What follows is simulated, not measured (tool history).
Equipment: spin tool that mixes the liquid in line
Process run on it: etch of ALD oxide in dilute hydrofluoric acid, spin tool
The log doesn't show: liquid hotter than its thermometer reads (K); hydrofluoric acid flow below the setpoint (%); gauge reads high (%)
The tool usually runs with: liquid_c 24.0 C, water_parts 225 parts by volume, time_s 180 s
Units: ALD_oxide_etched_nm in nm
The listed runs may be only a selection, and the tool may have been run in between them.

run	hour	liquid_c	water_parts	time_s	wafers since the last listed run	hours since the thermometer was replaced	hours since the hydrofluoric acid flow meter was replaced	hours since the gauge calibration	read-back film thickness of the ALD oxide reference wafer, read on the same gauge (nm)	ALD_oxide_etched_nm
1	0.0	24.0	225	180	0	1569.9	2051.7	137.4	59.98	10.91
2	12.9	24.0	225	180	81	1582.8	2064.6	150.3	59.99	10.96
3	19.2	24.0	145	180	39	1589.1	2070.9	156.6	59.95	18.57
4	30.5	24.0	145	180	71	1600.4	2082.2	167.9	59.98	18.48
5	45.3	24.0	145	180	93	1615.2	2097.0	182.7	60.01	18.70
6	52.6	24.0	290	180	46	1622.5	2104.3	190.0	59.98	7.89
7	62.9	24.0	290	180	65	1632.8	2114.6	200.3	59.97	7.93
8	80.3	24.0	290	180	110	1650.2	2132.0	217.7	60.01	7.87
9	92.3	24.0	265	235	75	1662.2	2144.0	229.7	60.03	11.66
10	101.6	24.0	225	180	58	1671.5	2153.3	239.0	60.01	10.91
11	115.2	24.0	225	180	86	1685.1	2166.9	252.6	60.00	10.88
12	123.8	24.0	225	180	54	1693.7	2175.5	261.2	60.01	10.93
# hour 138.5: hydrofluoric acid flow meter replaced
# hour 139.1: gauge calibrated
13	140.7	24.0	225	265	100	1710.6	2.2	1.6	60.00	16.16
14	158.6	24.0	225	265	113	1728.5	20.1	19.5	59.98	16.20
15	171.2	24.0	225	265	79	1741.1	32.7	32.1	59.98	16.18
16	189.2	28.0	225	180	113	1759.1	50.7	50.1	59.99	12.61
17	200.1	25.5	170	180	69	1770.0	61.6	61.0	60.03	16.41
18	209.7	22.5	225	225	60	1779.6	71.2	70.6	59.97	13.00
19	217.8	27.0	225	130	51	1787.7	79.3	78.7	60.00	8.84
20	228.5	26.5	225	90	67	1798.4	90.0	89.4	60.01	5.99
21	235.9	20.5	195	125	46	1805.8	97.4	96.8	60.02	8.03
# hour 239.5: thermometer replaced
22	242.9	24.0	225	180	37	3.4	104.4	103.8	59.96	10.02
23	255.2	24.0	225	180	77	15.7	116.7	116.1	59.99	10.08
24	264.0	24.0	225	85	55	24.5	125.5	124.9	59.98	4.76
25	276.9	24.0	225	210	81	37.4	138.4	137.8	59.97	11.83
26	284.2	24.0	225	180	46	44.7	145.7	145.1	60.00	10.06
27	299.1	19.5	155	180	94	59.6	160.6	160.0	60.03	13.23
28	306.7	29.0	175	235	48	67.2	168.2	167.6	59.99	21.32
29	319.5	24.0	225	180	81	80.0	181.0	180.4	60.00	10.14
30	334.2	22.5	270	95	93	94.7	195.7	195.1	59.99	4.04

4 ways to go on from here, each from the tool as it stands after run 30. What would each give?
A	334.7	19.5	225	180	3	95.2	196.2	195.6	?	?
B	334.7	21.0	265	115	3	95.2	196.2	195.6	?	?
C	334.7	26.0	225	180	3	95.2	196.2	195.6	?	?
D	334.7	24.0	225	240	3	95.2	196.2	195.6	?	?

run	read-back film thickness of the ALD oxide reference wafer, read on the same gauge (nm)	ALD_oxide_etched_nm
A	59.98	8.55
B	59.98	4.72
C	59.98	10.85
D	59.98	13.47
Had the tool no hidden state, the same runs would have come out as:
run	ALD_oxide_etched_nm
A	8.41
B	4.65
C	10.69
D	13.27
